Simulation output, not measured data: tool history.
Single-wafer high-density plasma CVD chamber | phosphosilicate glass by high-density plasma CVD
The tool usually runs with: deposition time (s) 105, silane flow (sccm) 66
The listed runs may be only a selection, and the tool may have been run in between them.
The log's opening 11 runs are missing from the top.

run,day,deposition time (s),silane flow (sccm),wafers since the last listed run,hours since the silane flow controller was replaced,hours since the gauge calibration,"read-back reference wafer on the same gauge, thickness_nm",mean film thickness on the monitor wafer (Å)
12,20.592,105,66,474,3615.3,534.8,679.545,6308.51
13,23.233,105,66,780,3678.7,598.2,679.587,6351.38
14,24.900,105,66,492,3718.7,638.2,679.176,6327.96
15,27.488,105,66,764,3780.8,700.3,678.818,6366.77
16,28.888,105,66,413,3814.4,733.9,679.297,6323.82
# day 30.662: silane flow controller replaced
17,31.725,105,66,739,25.5,802.0,680.296,6365.31
18,33.338,115,66,476,64.2,840.7,679.582,6993.15
19,36.038,105,57,797,129.0,905.5,679.502,5584.71
# day 37.104: gauge calibrated
20,38.588,105,74,752,190.2,35.6,678.714,7005.11
21,39.633,93,77,308,215.3,60.7,678.998,6437.72
22,41.992,117,56,696,271.9,117.3,678.747,6142.13
23,43.938,105,55,574,318.6,164.0,679.632,5410.59
24,45.112,105,62,346,346.8,192.2,678.573,6005.80
25,47.275,105,66,638,398.7,244.1,680.081,6278.55
26,49.425,126,76,634,450.3,295.7,678.522,8634.63
27,51.950,105,66,745,510.9,356.3,679.590,6393.45
28,53.542,120,53,469,549.1,394.5,678.716,6027.28
29,55.633,85,79,617,599.3,444.7,678.578,6011.24
30,58.075,123,59,720,657.9,503.3,679.188,6733.04
31,59.392,112,66,388,689.5,534.9,679.642,6732.54
32,61.121,116,72,510,731.0,576.4,678.756,7588.86
33,62.750,95,66,481,770.1,615.5,679.342,5730.02
34,65.025,105,66,671,824.7,670.1,679.309,6338.25
35,66.125,121,66,324,851.1,696.5,679.044,7324.57

Forecast each of these 4 alternatives for the next run:
A,66.142,105,66,4,851.5,696.9,?,?
B,66.142,98,79,4,851.5,696.9,?,?
C,66.142,96,66,4,851.5,696.9,?,?
D,66.142,99,59,4,851.5,696.9,?,?

run,"read-back reference wafer on the same gauge, thickness_nm",mean film thickness on the monitor wafer (Å)
A,679.372,6333.22
B,679.372,6928.88
C,679.372,5790.37
D,679.372,5417.64
With no hidden state in the tool, these same runs would have given:
run,mean film thickness on the monitor wafer (Å)
A,6333.22
B,6928.88
C,5790.37
D,5417.64
